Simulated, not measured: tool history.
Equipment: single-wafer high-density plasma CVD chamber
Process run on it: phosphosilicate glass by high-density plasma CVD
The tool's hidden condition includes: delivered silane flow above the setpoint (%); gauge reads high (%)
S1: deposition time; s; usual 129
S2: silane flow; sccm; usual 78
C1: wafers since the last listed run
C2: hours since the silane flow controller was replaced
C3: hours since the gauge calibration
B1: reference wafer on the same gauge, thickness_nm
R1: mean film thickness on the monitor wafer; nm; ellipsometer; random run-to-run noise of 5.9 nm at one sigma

run 1 hour=0 | S1=129 S2=78 | C1=0 C2=728.2 C3=1905.3 | B1=878.128 | R1=964.106
run 2 hour=31.2 | S1=129 S2=78 | C1=454 C2=759.4 C3=1936.5 | B1=879.001 | R1=965.189
run 3 hour=72.8 | S1=129 S2=78 | C1=606 C2=801 C3=1978.1 | B1=877.454 | R1=964.154
run 4 hour=125 | S1=129 S2=78 | C1=760 C2=853.2 C3=2030.3 | B1=880.052 | R1=973.446
run 5 hour=313.7 | S1=117 S2=78 | C1=2749 C2=1041.9 C3=2219 | B1=879.646 | R1=885.828
run 6 hour=341.8 | S1=129 S2=84 | C1=409 C2=1070 C3=2247.1 | B1=876.822 | R1=1035.654
run 7 hour=399 | S1=129 S2=84 | C1=833 C2=1127.2 C3=2304.3 | B1=878.538 | R1=1023.228
run 8 hour=469.7 | S1=129 S2=84 | C1=1030 C2=1197.9 C3=2375 | B1=879.315 | R1=1023.677
run 9 hour=526.2 | S1=138 S2=78 | C1=823 C2=1254.4 C3=2431.5 | B1=875.875 | R1=1036.127
run 10 hour=570 | S1=138 S2=78 | C1=638 C2=1298.2 C3=2475.3 | B1=881.158 | R1=1036.621
run 11 hour=626.2 | S1=129 S2=78 | C1=818 C2=1354.4 C3=2531.5 | B1=874.994 | R1=971.976
run 12 hour=681.1 | S1=129 S2=78 | C1=799 C2=1409.3 C3=2586.4 | B1=877.765 | R1=967.085
run 13 hour=709.4 | S1=129 S2=78 | C1=412 C2=1437.6 C3=2614.7 | B1=878.415 | R1=965.356
run 14 hour=744.6 | S1=146 S2=78 | C1=512 C2=1472.8 C3=2649.9 | B1=878.299 | R1=1092.209
run 15 hour=783 | S1=146 S2=78 | C1=559 C2=1511.2 C3=2688.3 | B1=876.439 | R1=1097.009
run 16 hour=826.4 | S1=143 S2=78 | C1=632 C2=1554.6 C3=2731.7 | B1=876.777 | R1=1067.38
-- hour=854.6 gauge calibrated
run 17 hour=860.8 | S1=143 S2=78 | C1=501 C2=1589 C3=6.2 | B1=875.64 | R1=1067.323
run 18 hour=888.5 | S1=111 S2=71 | C1=403 C2=1616.7 C3=33.9 | B1=878.672 | R1=766.647
run 19 hour=922.6 | S1=111 S2=71 | C1=496 C2=1650.8 C3=68 | B1=877.7 | R1=761.648
-- hour=967 silane flow controller replaced
run 20 hour=970.9 | S1=111 S2=71 | C1=587 C2=3.9 C3=116.3 | B1=877.389 | R1=793.507
run 21 hour=1037.3 | S1=129 S2=78 | C1=967 C2=70.3 C3=182.7 | B1=878.64 | R1=1000.74

Run 22 is up next; what results do you expect?
run 22 hour=1098.9 | S1=115 S2=66 | C1=897 C2=131.9 C3=244.3 | B1=? | R1=?

B1: 876.773
R1: 768.013 nm
With the hidden condition absent and the run-to-run variation left alone, this run would have shown R1 768.78 nm.
